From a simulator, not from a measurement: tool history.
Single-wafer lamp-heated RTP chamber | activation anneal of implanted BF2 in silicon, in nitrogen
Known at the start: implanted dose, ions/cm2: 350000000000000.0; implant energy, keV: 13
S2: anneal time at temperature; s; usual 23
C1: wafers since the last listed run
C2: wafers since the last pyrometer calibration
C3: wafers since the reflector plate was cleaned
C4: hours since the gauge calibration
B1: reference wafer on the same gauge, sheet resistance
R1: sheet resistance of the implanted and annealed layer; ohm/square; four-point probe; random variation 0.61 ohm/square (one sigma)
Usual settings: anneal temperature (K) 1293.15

{"run": 1, "hour": 0.0, "anneal temperature (K)": 1293.15, "S2": 23, "C1": 0, "C2": 1616, "C3": 7367, "C4": 1188.2, "B1": 259.01, "R1": 291.81}
{"run": 2, "hour": 25.2, "anneal temperature (K)": 1293.15, "S2": 23, "C1": 287, "C2": 1904, "C3": 7654, "C4": 1213.4, "B1": 258.92, "R1": 292.13}
{"run": 3, "hour": 42.0, "anneal temperature (K)": 1293.15, "S2": 23, "C1": 191, "C2": 2095, "C3": 7845, "C4": 1230.2, "B1": 259.13, "R1": 291.78}
{"run": 4, "hour": 65.9, "anneal temperature (K)": 1293.15, "S2": 23, "C1": 272, "C2": 2367, "C3": 8117, "C4": 1254.1, "B1": 259.1, "R1": 291.44}
{"run": 5, "hour": 98.0, "anneal temperature (K)": 1293.15, "S2": 23, "C1": 365, "C2": 2733, "C3": 8483, "C4": 1286.2, "B1": 258.92, "R1": 291.16}
{"hour": 117.4, "done": "reflector plate cleaned"}
{"run": 6, "hour": 117.9, "anneal temperature (K)": 1293.15, "S2": 23, "C1": 135, "C2": 2868, "C3": 6, "C4": 1306.1, "B1": 258.88, "R1": 294.48}
{"run": 7, "hour": 138.3, "anneal temperature (K)": 1293.15, "S2": 23, "C1": 232, "C2": 3101, "C3": 238, "C4": 1326.5, "B1": 258.95, "R1": 293.61}
{"hour": 143.7, "done": "gauge calibrated"}
{"run": 8, "hour": 158.1, "anneal temperature (K)": 1293.15, "S2": 23, "C1": 225, "C2": 3326, "C3": 464, "C4": 14.4, "B1": 259.01, "R1": 293.92}
{"run": 9, "hour": 184.2, "anneal temperature (K)": 1293.15, "S2": 23, "C1": 297, "C2": 3624, "C3": 761, "C4": 40.5, "B1": 259.1, "R1": 291.99}
{"run": 10, "hour": 207.9, "anneal temperature (K)": 1293.15, "S2": 23, "C1": 270, "C2": 3894, "C3": 1031, "C4": 64.2, "B1": 259.15, "R1": 290.06}
{"run": 11, "hour": 221.4, "anneal temperature (K)": 1293.15, "S2": 23, "C1": 153, "C2": 4048, "C3": 1185, "C4": 77.7, "B1": 259.17, "R1": 290.4}
{"run": 12, "hour": 241.0, "anneal temperature (K)": 1293.15, "S2": 23, "C1": 223, "C2": 4271, "C3": 1408, "C4": 97.3, "B1": 258.67, "R1": 289.57}
{"run": 13, "hour": 267.2, "anneal temperature (K)": 1293.15, "S2": 23, "C1": 298, "C2": 4569, "C3": 1707, "C4": 123.5, "B1": 259.23, "R1": 289.41}
{"hour": 276.1, "done": "pyrometer window cleaned and pyrometer calibrated"}
{"run": 14, "hour": 282.4, "anneal temperature (K)": 1311.15, "S2": 12, "C1": 82, "C2": 71, "C3": 1789, "C4": 138.7, "B1": 259.15, "R1": 296.93}
{"run": 15, "hour": 304.2, "anneal temperature (K)": 1293.15, "S2": 23, "C1": 248, "C2": 319, "C3": 2037, "C4": 160.5, "B1": 258.97, "R1": 294.5}
{"run": 16, "hour": 335.4, "anneal temperature (K)": 1304.15, "S2": 23, "C1": 355, "C2": 675, "C3": 2393, "C4": 191.7, "B1": 259.14, "R1": 289.25}
{"run": 17, "hour": 361.3, "anneal temperature (K)": 1280.15, "S2": 13, "C1": 295, "C2": 970, "C3": 2688, "C4": 217.6, "B1": 258.87, "R1": 304.03}
{"run": 18, "hour": 377.8, "anneal temperature (K)": 1278.15, "S2": 35, "C1": 187, "C2": 1158, "C3": 2876, "C4": 234.1, "B1": 259.03, "R1": 294.12}
{"run": 19, "hour": 398.8, "anneal temperature (K)": 1270.15, "S2": 29, "C1": 239, "C2": 1397, "C3": 3115, "C4": 255.1, "B1": 259.07, "R1": 297.9}
{"run": 20, "hour": 413.7, "anneal temperature (K)": 1268.15, "S2": 31, "C1": 169, "C2": 1567, "C3": 3285, "C4": 270, "B1": 259.01, "R1": 298.9}
{"run": 21, "hour": 480.5, "anneal temperature (K)": 1272.15, "S2": 28, "C1": 761, "C2": 2328, "C3": 4046, "C4": 336.8, "B1": 258.84, "R1": 296.41}
{"run": 22, "hour": 515.7, "anneal temperature (K)": 1293.15, "S2": 23, "C1": 401, "C2": 2729, "C3": 4447, "C4": 372, "B1": 258.93, "R1": 289.72}
{"run": 23, "hour": 537.3, "anneal temperature (K)": 1293.15, "S2": 23, "C1": 246, "C2": 2975, "C3": 4693, "C4": 393.6, "B1": 259.12, "R1": 290.22}
{"run": 24, "hour": 561.8, "anneal temperature (K)": 1293.15, "S2": 23, "C1": 279, "C2": 3254, "C3": 4972, "C4": 418.1, "B1": 259.01, "R1": 290.76}
{"run": 25, "hour": 594.2, "anneal temperature (K)": 1309.15, "S2": 15, "C1": 369, "C2": 3623, "C3": 5341, "C4": 450.5, "B1": 258.91, "R1": 290.07}
{"run": 26, "hour": 623.5, "anneal temperature (K)": 1293.15, "S2": 23, "C1": 333, "C2": 3957, "C3": 5675, "C4": 479.8, "B1": 258.95, "R1": 290.01}
{"hour": 651.5, "done": "pyrometer window cleaned and pyrometer calibrated"}
{"run": 27, "hour": 652.0, "anneal temperature (K)": 1293.15, "S2": 18, "C1": 233, "C2": 5, "C3": 5908, "C4": 508.3, "B1": 259, "R1": 296.28}
{"run": 28, "hour": 672.1, "anneal temperature (K)": 1316.15, "S2": 23, "C1": 228, "C2": 234, "C3": 6137, "C4": 528.4, "B1": 258.92, "R1": 284.83}
{"run": 29, "hour": 699.8, "anneal temperature (K)": 1293.15, "S2": 35, "C1": 315, "C2": 549, "C3": 6453, "C4": 556.1, "B1": 259.03, "R1": 288.29}
{"run": 30, "hour": 732.6, "anneal temperature (K)": 1265.15, "S2": 23, "C1": 373, "C2": 923, "C3": 6827, "C4": 588.9, "B1": 258.97, "R1": 302.27}
{"run": 31, "hour": 755.9, "anneal temperature (K)": 1275.15, "S2": 28, "C1": 265, "C2": 1189, "C3": 7092, "C4": 612.2, "B1": 259.13, "R1": 296.97}
{"run": 32, "hour": 785.7, "anneal temperature (K)": 1282.15, "S2": 23, "C1": 339, "C2": 1528, "C3": 7432, "C4": 642, "B1": 259.24, "R1": 296.46}
{"hour": 815.5, "done": "reflector plate cleaned"}
{"run": 33, "hour": 816.0, "anneal temperature (K)": 1285.15, "S2": 18, "C1": 254, "C2": 1782, "C3": 5, "C4": 672.3, "B1": 259, "R1": 301.34}
{"run": 34, "hour": 826.1, "anneal temperature (K)": 1304.15, "S2": 23, "C1": 115, "C2": 1897, "C3": 120, "C4": 682.4, "B1": 259.14, "R1": 291.42}
{"run": 35, "hour": 849.3, "anneal temperature (K)": 1309.15, "S2": 17, "C1": 264, "C2": 2162, "C3": 384, "C4": 705.6, "B1": 258.75, "R1": 292.84}
{"run": 36, "hour": 867.9, "anneal temperature (K)": 1309.15, "S2": 13, "C1": 211, "C2": 2373, "C3": 596, "C4": 724.2, "B1": 258.87, "R1": 294.01}
{"run": 37, "hour": 883.0, "anneal temperature (K)": 1293.15, "S2": 23, "C1": 172, "C2": 2545, "C3": 768, "C4": 739.3, "B1": 258.95, "R1": 293.94}
{"run": 38, "hour": 916.2, "anneal temperature (K)": 1268.15, "S2": 23, "C1": 378, "C2": 2924, "C3": 1146, "C4": 772.5, "B1": 259.02, "R1": 302.67}

The same runs without the tool's hidden state, with the same run-to-run variation:
The hidden state here: true wafer temperature minus pyrometer reading, K; wafer temperature error from the tarnished reflector plate, K; gauge reads high (%).
run=1 R1=297.14
run=2 R1=297.83
run=3 R1=297.71
run=4 R1=297.71
run=5 R1=297.88
run=6 R1=298.77
run=7 R1=298.46
run=8 R1=299.31
run=9 R1=298.02
run=10 R1=296.63
run=11 R1=297.29
run=12 R1=296.89
run=13 R1=297.3
run=14 R1=299.09
run=15 R1=297.49
run=16 R1=293.02
run=17 R1=307.59
run=18 R1=298.31
run=19 R1=302.65
run=20 R1=304.15
run=21 R1=302.14
run=22 R1=296.41
run=23 R1=297.26
run=24 R1=298.2
run=25 R1=296.75
run=26 R1=298.37
run=27 R1=299.72
run=28 R1=288.5
run=29 R1=293.29
run=30 R1=308.13
run=31 R1=301.79
run=32 R1=301.49
run=33 R1=303.53
run=34 R1=294.47
run=35 R1=296.08
run=36 R1=297.33
run=37 R1=298.26
run=38 R1=308.12

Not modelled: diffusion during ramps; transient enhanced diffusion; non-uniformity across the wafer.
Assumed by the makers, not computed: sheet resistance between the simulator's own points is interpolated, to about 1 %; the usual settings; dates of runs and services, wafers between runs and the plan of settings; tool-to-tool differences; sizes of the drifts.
